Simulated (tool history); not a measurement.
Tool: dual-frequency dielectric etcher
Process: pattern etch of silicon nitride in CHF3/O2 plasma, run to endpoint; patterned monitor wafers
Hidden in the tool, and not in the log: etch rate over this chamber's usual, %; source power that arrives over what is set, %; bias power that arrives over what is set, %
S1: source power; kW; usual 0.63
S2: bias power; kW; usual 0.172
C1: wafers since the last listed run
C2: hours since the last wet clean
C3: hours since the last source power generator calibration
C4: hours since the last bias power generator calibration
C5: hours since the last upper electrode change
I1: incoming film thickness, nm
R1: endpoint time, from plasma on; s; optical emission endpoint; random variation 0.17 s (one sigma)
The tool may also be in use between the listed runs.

{"run": 1, "hour": 0.0, "S1": 0.63, "S2": 0.191, "C1": 0, "C2": 23.8, "C3": 2074.6, "C4": 2335.3, "C5": 2174.8, "I1": 69.4, "R1": 47.3}
{"run": 2, "hour": 15.2, "S1": 0.63, "S2": 0.191, "C1": 91, "C2": 39, "C3": 2089.8, "C4": 2350.5, "C5": 2190, "I1": 69.1, "R1": 47.2}
{"run": 3, "hour": 50.6, "S1": 0.63, "S2": 0.191, "C1": 212, "C2": 74.4, "C3": 2125.2, "C4": 2385.9, "C5": 2225.4, "I1": 68.3, "R1": 46.5}
{"run": 4, "hour": 86.4, "S1": 0.63, "S2": 0.172, "C1": 215, "C2": 110.2, "C3": 2161, "C4": 2421.7, "C5": 2261.2, "I1": 69.1, "R1": 49.5}
{"run": 5, "hour": 100.8, "S1": 0.63, "S2": 0.204, "C1": 86, "C2": 124.6, "C3": 2175.4, "C4": 2436.1, "C5": 2275.6, "I1": 69.1, "R1": 45.6}
{"run": 6, "hour": 113.9, "S1": 0.63, "S2": 0.172, "C1": 78, "C2": 137.7, "C3": 2188.5, "C4": 2449.2, "C5": 2288.7, "I1": 68.6, "R1": 48.8}
{"run": 7, "hour": 136.9, "S1": 0.63, "S2": 0.172, "C1": 138, "C2": 160.7, "C3": 2211.5, "C4": 2472.2, "C5": 2311.7, "I1": 68.7, "R1": 48.8}
{"run": 8, "hour": 166.5, "S1": 0.63, "S2": 0.172, "C1": 177, "C2": 190.3, "C3": 2241.1, "C4": 2501.8, "C5": 2341.3, "I1": 69.5, "R1": 49.5}
{"run": 9, "hour": 179.6, "S1": 0.63, "S2": 0.205, "C1": 78, "C2": 203.4, "C3": 2254.2, "C4": 2514.9, "C5": 2354.4, "I1": 69.2, "R1": 45.1}
{"run": 10, "hour": 209.0, "S1": 0.63, "S2": 0.205, "C1": 176, "C2": 232.8, "C3": 2283.6, "C4": 2544.3, "C5": 2383.8, "I1": 68.4, "R1": 44.5}
{"run": 11, "hour": 240.4, "S1": 0.63, "S2": 0.172, "C1": 188, "C2": 264.2, "C3": 2315, "C4": 2575.7, "C5": 2415.2, "I1": 69, "R1": 48.7}
{"run": 12, "hour": 270.7, "S1": 0.63, "S2": 0.145, "C1": 181, "C2": 294.5, "C3": 2345.3, "C4": 2606, "C5": 2445.5, "I1": 69.7, "R1": 53.3}
{"run": 13, "hour": 341.4, "S1": 0.63, "S2": 0.145, "C1": 424, "C2": 365.2, "C3": 2416, "C4": 2676.7, "C5": 2516.2, "I1": 69.7, "R1": 53.2}
{"run": 14, "hour": 363.9, "S1": 0.63, "S2": 0.172, "C1": 135, "C2": 387.7, "C3": 2438.5, "C4": 2699.2, "C5": 2538.7, "I1": 68.8, "R1": 48.3}
{"run": 15, "hour": 377.8, "S1": 0.63, "S2": 0.172, "C1": 83, "C2": 401.6, "C3": 2452.4, "C4": 2713.1, "C5": 2552.6, "I1": 69.2, "R1": 48.4}
{"hour": 403.0, "done": "upper electrode replaced"}
{"run": 16, "hour": 403.5, "S1": 0.63, "S2": 0.172, "C1": 10, "C2": 427.3, "C3": 2478.1, "C4": 2738.8, "C5": 0.5, "I1": 68.9, "R1": 48.3}
{"run": 17, "hour": 419.6, "S1": 0.54, "S2": 0.131, "C1": 96, "C2": 443.4, "C3": 2494.2, "C4": 2754.9, "C5": 16.6, "I1": 68.9, "R1": 58.4}
{"run": 18, "hour": 437.9, "S1": 0.74, "S2": 0.192, "C1": 109, "C2": 461.7, "C3": 2512.5, "C4": 2773.2, "C5": 34.9, "I1": 69, "R1": 43.2}
{"hour": 464.2, "done": "bias power generator calibrated"}
{"run": 19, "hour": 497.0, "S1": 0.63, "S2": 0.172, "C1": 330, "C2": 520.8, "C3": 2571.6, "C4": 32.8, "C5": 94, "I1": 68.6, "R1": 47.4}
{"hour": 526.7, "done": "wet clean of the chamber"}
{"run": 20, "hour": 532.4, "S1": 0.5, "S2": 0.172, "C1": 68, "C2": 5.7, "C3": 2607, "C4": 68.2, "C5": 129.4, "I1": 69, "R1": 53.7}
{"hour": 549.0, "done": "source power generator calibrated"}
{"run": 21, "hour": 551.1, "S1": 0.63, "S2": 0.135, "C1": 88, "C2": 24.4, "C3": 2.1, "C4": 86.9, "C5": 148.1, "I1": 69.4, "R1": 55.6}
{"run": 22, "hour": 584.7, "S1": 0.53, "S2": 0.172, "C1": 201, "C2": 58, "C3": 35.7, "C4": 120.5, "C5": 181.7, "I1": 69.7, "R1": 52.8}
{"run": 23, "hour": 598.5, "S1": 0.55, "S2": 0.131, "C1": 82, "C2": 71.8, "C3": 49.5, "C4": 134.3, "C5": 195.5, "I1": 69.6, "R1": 59.4}
{"run": 24, "hour": 612.3, "S1": 0.5, "S2": 0.184, "C1": 82, "C2": 85.6, "C3": 63.3, "C4": 148.1, "C5": 209.3, "I1": 69.4, "R1": 51.8}
{"run": 25, "hour": 646.9, "S1": 0.63, "S2": 0.211, "C1": 207, "C2": 120.2, "C3": 97.9, "C4": 182.7, "C5": 243.9, "I1": 68.8, "R1": 44.4}
{"run": 26, "hour": 661.0, "S1": 0.63, "S2": 0.172, "C1": 84, "C2": 134.3, "C3": 112, "C4": 196.8, "C5": 258, "I1": 69, "R1": 48.9}
{"run": 27, "hour": 687.5, "S1": 0.63, "S2": 0.172, "C1": 159, "C2": 160.8, "C3": 138.5, "C4": 223.3, "C5": 284.5, "I1": 69.2, "R1": 48.7}
{"run": 28, "hour": 701.4, "S1": 0.47, "S2": 0.136, "C1": 83, "C2": 174.7, "C3": 152.4, "C4": 237.2, "C5": 298.4, "I1": 69.8, "R1": 61.4}
{"run": 29, "hour": 717.4, "S1": 0.63, "S2": 0.141, "C1": 96, "C2": 190.7, "C3": 168.4, "C4": 253.2, "C5": 314.4, "I1": 69.4, "R1": 53.9}
{"run": 30, "hour": 749.4, "S1": 0.63, "S2": 0.172, "C1": 192, "C2": 222.7, "C3": 200.4, "C4": 285.2, "C5": 346.4, "I1": 68, "R1": 47.9}
{"run": 31, "hour": 784.0, "S1": 0.55, "S2": 0.188, "C1": 207, "C2": 257.3, "C3": 235, "C4": 319.8, "C5": 381, "I1": 69.2, "R1": 48.6}
{"run": 32, "hour": 809.6, "S1": 0.76, "S2": 0.202, "C1": 153, "C2": 282.9, "C3": 260.6, "C4": 345.4, "C5": 406.6, "I1": 70, "R1": 42.4}

Hidden state at the last listed run before each entry between runs and at the first one after, where it differs:
Between runs 15 and 16: upper electrode replaced (hour 403)
  etch rate over this chamber's usual, %: 2.54 -> 2.74
  measured less the result without the state, R1: -1.2 -> -1.4 s
Between runs 18 and 19: bias power generator calibrated (hour 464.2)
  etch rate over this chamber's usual, %: 3 -> 3.45
  measured less the result without the state, R1: -1.3 -> -1.7 s
Between runs 19 and 20: wet clean of the chamber (hour 526.7)
  etch rate over this chamber's usual, %: 3.45 -> 0.19
  measured less the result without the state, R1: -1.7 -> -0.1 s
Between runs 20 and 21: source power generator calibrated (hour 549)
  etch rate over this chamber's usual, %: 0.19 -> 0.331
  measured less the result without the state, R1: -0.1 -> -0.2 s
